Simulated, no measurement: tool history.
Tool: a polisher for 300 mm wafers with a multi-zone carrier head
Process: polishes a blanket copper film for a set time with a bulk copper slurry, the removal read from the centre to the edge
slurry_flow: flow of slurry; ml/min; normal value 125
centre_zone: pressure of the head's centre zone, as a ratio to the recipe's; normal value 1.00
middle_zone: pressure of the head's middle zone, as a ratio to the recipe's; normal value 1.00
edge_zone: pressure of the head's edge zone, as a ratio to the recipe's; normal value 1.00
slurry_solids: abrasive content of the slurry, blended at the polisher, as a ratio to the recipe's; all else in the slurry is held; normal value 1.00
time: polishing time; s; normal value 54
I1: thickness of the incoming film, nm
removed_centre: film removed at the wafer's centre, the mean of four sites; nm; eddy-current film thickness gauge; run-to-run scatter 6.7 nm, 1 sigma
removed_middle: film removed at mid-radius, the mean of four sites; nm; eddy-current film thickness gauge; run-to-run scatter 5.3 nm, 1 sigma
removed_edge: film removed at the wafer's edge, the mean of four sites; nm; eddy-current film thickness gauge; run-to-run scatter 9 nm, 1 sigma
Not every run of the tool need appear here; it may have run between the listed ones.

Run 1, hour 0.0: usual settings; I1 1911.4. Result: removed_centre 699.8 nm, removed_middle 702.2 nm, removed_edge 730.8 nm.
Run 2, hour 13.9: usual settings; I1 1911.0. Result: removed_centre 706.0 nm, removed_middle 690.7 nm, removed_edge 721.7 nm.
Run 3, hour 35.2: usual settings; I1 1923.5. Result: removed_centre 695.5 nm, removed_middle 694.8 nm, removed_edge 709.5 nm.
At hour 57.1: centre zone pressure recalibrated.
Run 4, hour 65.4: usual settings; I1 1914.5. Result: removed_centre 689.9 nm, removed_middle 677.2 nm, removed_edge 713.2 nm.
At hour 75.3: slurry nozzle cleaned.
Run 5, hour 99.9: usual settings; I1 1912.6. Result: removed_centre 688.6 nm, removed_middle 673.8 nm, removed_edge 699.3 nm.
Run 6, hour 117.7: usual settings but centre_zone 0.95; I1 1939.6. Result: removed_centre 637.7 nm, removed_middle 669.2 nm, removed_edge 697.2 nm.
At hour 126.4: worn pad replaced by a new one, of another model than before.
Run 7, hour 139.5: usual settings; I1 1915.2. Result: removed_centre 719.0 nm, removed_middle 705.8 nm, removed_edge 740.3 nm.
Run 8, hour 162.3: usual settings; I1 1909.7. Result: removed_centre 721.1 nm, removed_middle 711.7 nm, removed_edge 727.0 nm.
Run 9, hour 191.5: usual settings but slurry_flow 170 ml/min, centre_zone 1.10, slurry_solids 0.80; I1 1914.5. Result: removed_centre 781.5 nm, removed_middle 685.1 nm, removed_edge 721.3 nm.
Run 10, hour 222.5: usual settings but slurry_flow 110 ml/min, centre_zone 0.95, slurry_solids 0.70, time 60 s; I1 1912.3. Result: removed_centre 676.0 nm, removed_middle 689.5 nm, removed_edge 719.4 nm.
Run 11, hour 256.9: usual settings but slurry_flow 165 ml/min, time 70 s; I1 1913.5. Result: removed_centre 928.2 nm, removed_middle 917.1 nm, removed_edge 931.5 nm.
Run 12, hour 269.2: usual settings; I1 1916.1. Result: removed_centre 682.1 nm, removed_middle 684.3 nm, removed_edge 708.7 nm.
Run 13, hour 284.4: usual settings but slurry_solids 0.75, time 63 s; I1 1923.4. Result: removed_centre 747.7 nm, removed_middle 747.9 nm, removed_edge 755.5 nm.
At hour 294.3: worn pad replaced by a new one.
At hour 300.7: edge zone pressure recalibrated.
At hour 308.7: carrier head's membrane replaced by a new one.
Run 14, hour 313.9: usual settings but middle_zone 1.06, edge_zone 1.11, time 38 s; I1 1868.7. Result: removed_centre 509.9 nm, removed_middle 524.0 nm, removed_edge 550.4 nm.
Run 15, hour 335.2: usual settings; I1 1926.8. Result: removed_centre 704.0 nm, removed_middle 684.5 nm, removed_edge 720.1 nm.
Run 16, hour 417.5: usual settings; I1 1897.5. Result: removed_centre 681.6 nm, removed_middle 666.5 nm, removed_edge 690.8 nm.
Run 17, hour 435.3: usual settings but slurry_flow 135 ml/min, centre_zone 0.93, slurry_solids 0.70; I1 1930.8. Result: removed_centre 600.4 nm, removed_middle 623.2 nm, removed_edge 648.0 nm.
At hour 449.8: worn pad replaced by a new one.
Run 18, hour 452.1: usual settings; I1 1943.5. Result: removed_centre 725.4 nm, removed_middle 721.5 nm, removed_edge 748.5 nm.
Run 19, hour 477.5: usual settings but edge_zone 0.97; I1 1881.9. Result: removed_centre 705.5 nm, removed_middle 705.6 nm, removed_edge 708.5 nm.
Run 20, hour 505.7: usual settings but slurry_solids 1.25, time 60 s; I1 1910.4. Result: removed_centre 792.8 nm, removed_middle 798.0 nm, removed_edge 826.1 nm.

Predict each of these 5 candidate next runs independently; none follows another, all start after run 20:
Run A, hour 506.1: usual settings but time 64 s; I1 1913.4. Result: removed_centre ?, removed_middle ?, removed_edge ?.
Run B, hour 506.1: usual settings but slurry_flow 80 ml/min, edge_zone 0.92, time 39 s; I1 1913.4. Result: removed_centre ?, removed_middle ?, removed_edge ?.
Run C, hour 506.1: usual settings but middle_zone 1.10; I1 1913.4. Result: removed_centre ?, removed_middle ?, removed_edge ?.
Run D, hour 506.1: usual settings but edge_zone 1.05; I1 1913.4. Result: removed_centre ?, removed_middle ?, removed_edge ?.
Run E, hour 506.1: usual settings but edge_zone 0.92; I1 1913.4. Result: removed_centre ?, removed_middle ?, removed_edge ?.

run  removed_centre  removed_middle  removed_edge
  A           829.9           814.8         849.0
  B           463.5           460.4         472.3
  C           700.7           745.6         715.4
  D           700.2           687.5         733.7
  E           700.2           687.6         688.7
Without the tool's unlogged condition, the same runs would have read:
run  removed_centre  removed_middle  removed_edge
  A           881.5           865.6         901.9
  B           492.3           489.1         501.7
  C           744.3           792.0         760.0
  D           743.8           730.3         779.3
  E           743.8           730.4         731.5
